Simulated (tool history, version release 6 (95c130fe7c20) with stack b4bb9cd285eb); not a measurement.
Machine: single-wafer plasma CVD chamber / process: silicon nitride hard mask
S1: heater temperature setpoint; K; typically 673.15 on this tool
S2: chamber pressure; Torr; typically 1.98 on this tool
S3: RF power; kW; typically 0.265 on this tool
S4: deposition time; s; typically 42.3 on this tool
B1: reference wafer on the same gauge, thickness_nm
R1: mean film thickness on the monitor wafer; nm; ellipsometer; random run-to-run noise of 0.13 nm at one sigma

| run | day | S1 | S2 | S3 | S4 | B1 | R1 |
|---|---|---|---|---|---|---|---|
| 1 | 0 | 673.15 | 1.98 | 0.28 | 42.3 | 56.398 | 50.661 |
| 2 | 1.529 | 673.15 | 1.98 | 0.235 | 42.3 | 56.376 | 46.786 |
| 3 | 4.142 | 673.15 | 1.98 | 0.235 | 42.3 | 56.425 | 46.812 |
| 4 | 6.483 | 673.15 | 1.98 | 0.265 | 42.3 | 56.39 | 49.337 |
| 5 | 9.171 | 673.15 | 1.98 | 0.265 | 42.3 | 56.418 | 49.575 |
| 6 | 10.279 | 673.15 | 1.98 | 0.265 | 42.3 | 56.386 | 49.326 |
| 7 | 13.229 | 682.15 | 1.98 | 0.265 | 42.3 | 56.402 | 49.155 |
| 8 | 14.558 | 682.15 | 1.98 | 0.265 | 42.3 | 56.439 | 49.296 |
| 9 | 16.967 | 682.15 | 1.98 | 0.265 | 42.3 | 56.403 | 49.198 |
| 10 | 19.888 | 673.15 | 1.98 | 0.275 | 47.3 | 56.363 | 56.274 |
| 11 | 21.458 | 673.15 | 1.78 | 0.29 | 42.3 | 56.426 | 49.326 |
| 12 | 24.004 | 673.15 | 1.78 | 0.29 | 42.3 | 56.407 | 49.111 |
|  | 25.25 | capacitance manometer re-zeroed and calibrated |
|  | 26.867 | showerhead replaced |
|  | 27.171 | RF generator calibrated |
| 13 | 27.192 | 673.15 | 1.98 | 0.265 | 42.3 | 56.412 | 50.225 |
|  | 28.65 | gauge calibrated |
| 14 | 29.171 | 673.15 | 1.98 | 0.265 | 39.5 | 56.384 | 46.8 |
| 15 | 32.096 | 673.15 | 1.98 | 0.265 | 39.1 | 56.413 | 46.152 |
| 16 | 35.021 | 683.15 | 1.98 | 0.265 | 42.3 | 56.4 | 49.33 |

Forecast run 17:
| 17 | 36.408 | 673.15 | 1.98 | 0.305 | 38.8 | ? | ? |

Logged for run 17: B1 56.399, R1 48.626 nm.
The same run, on a tool lacking any hidden state, would have yielded R1 48.847 nm.

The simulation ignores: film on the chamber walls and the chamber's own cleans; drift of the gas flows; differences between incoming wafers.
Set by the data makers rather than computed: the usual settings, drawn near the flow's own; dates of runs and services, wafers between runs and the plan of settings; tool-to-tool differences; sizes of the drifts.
